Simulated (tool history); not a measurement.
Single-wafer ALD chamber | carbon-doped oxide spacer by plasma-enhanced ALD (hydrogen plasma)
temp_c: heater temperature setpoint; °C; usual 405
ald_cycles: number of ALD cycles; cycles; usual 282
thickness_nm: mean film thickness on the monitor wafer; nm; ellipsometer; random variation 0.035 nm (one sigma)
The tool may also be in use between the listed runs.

run,hour,temp_c,ald_cycles,wafers since the last listed run,hours since the last thermocouple change,hours since the gauge calibration,"read-back reference wafer on the same gauge, thickness_nm",thickness_nm
1,0,405,282,0,1542.1,406.3,12.419,14.18
2,25.8,405,282,27,1567.9,432.1,12.425,14.181
3,38.3,393,282,13,1580.4,444.6,12.421,14.368
4,51.7,405,282,14,1593.8,458,12.421,14.189
5,86.9,405,282,36,1629,493.2,12.432,14.271
6,103.9,405,282,17,1646,510.2,12.436,14.253
7,126.9,405,282,24,1669,533.2,12.438,14.197
8,147.6,405,282,21,1689.7,553.9,12.433,14.224
9,166.7,405,282,20,1708.8,573,12.443,14.239
10,186.3,405,282,20,1728.4,592.6,12.453,14.17
11,199.7,405,282,14,1741.8,606,12.437,14.214
12,233.7,405,282,35,1775.8,640,12.442,14.249
13,261.8,405,282,29,1803.9,668.1,12.439,14.254
14,281.8,405,282,20,1823.9,688.1,12.448,14.223
15,313.4,420,282,33,1855.5,719.7,12.451,13.596
16,326.8,396,226,14,1868.9,733.1,12.451,11.559
17,342.7,400,282,16,1884.8,749,12.46,14.423
# hour 351.3: gauge calibrated
18,364.7,411,300,23,1906.8,13.4,12.211,14.586
19,397.1,405,282,33,1939.2,45.8,12.243,13.945
20,413.7,395,282,17,1955.8,62.4,12.26,14.25
# hour 444: thermocouple changed; heater temperature recalibrated
21,445.5,405,282,24,1.5,94.2,12.283,14.006
22,480.6,411,299,36,36.6,129.3,12.314,14.754
23,512.8,405,282,33,68.8,161.5,12.314,14.063
24,537.9,405,227,26,93.9,186.6,12.338,11.331
25,561.9,414,325,25,117.9,210.6,12.357,15.872
26,589.4,391,282,28,145.4,238.1,12.358,14.297
27,609.4,410,248,20,165.4,258.1,12.377,12.232
28,628,405,282,19,184,276.7,12.387,14.121

How the hidden state differs across the entries between the runs, from the last listed run before each to the first after it:
Between runs 17 and 18: gauge calibrated (hour 351.3)
  gauge reads high (%): 2.09 -> 0.0547
  measured less the result without the state, thickness_nm: +0.294 -> +0.008 nm
Between runs 20 and 21: thermocouple changed; heater temperature recalibrated (hour 444)
  gauge reads high (%): 0.453 -> 0.671
  measured less the result without the state, thickness_nm: +0.064 -> +0.093 nm
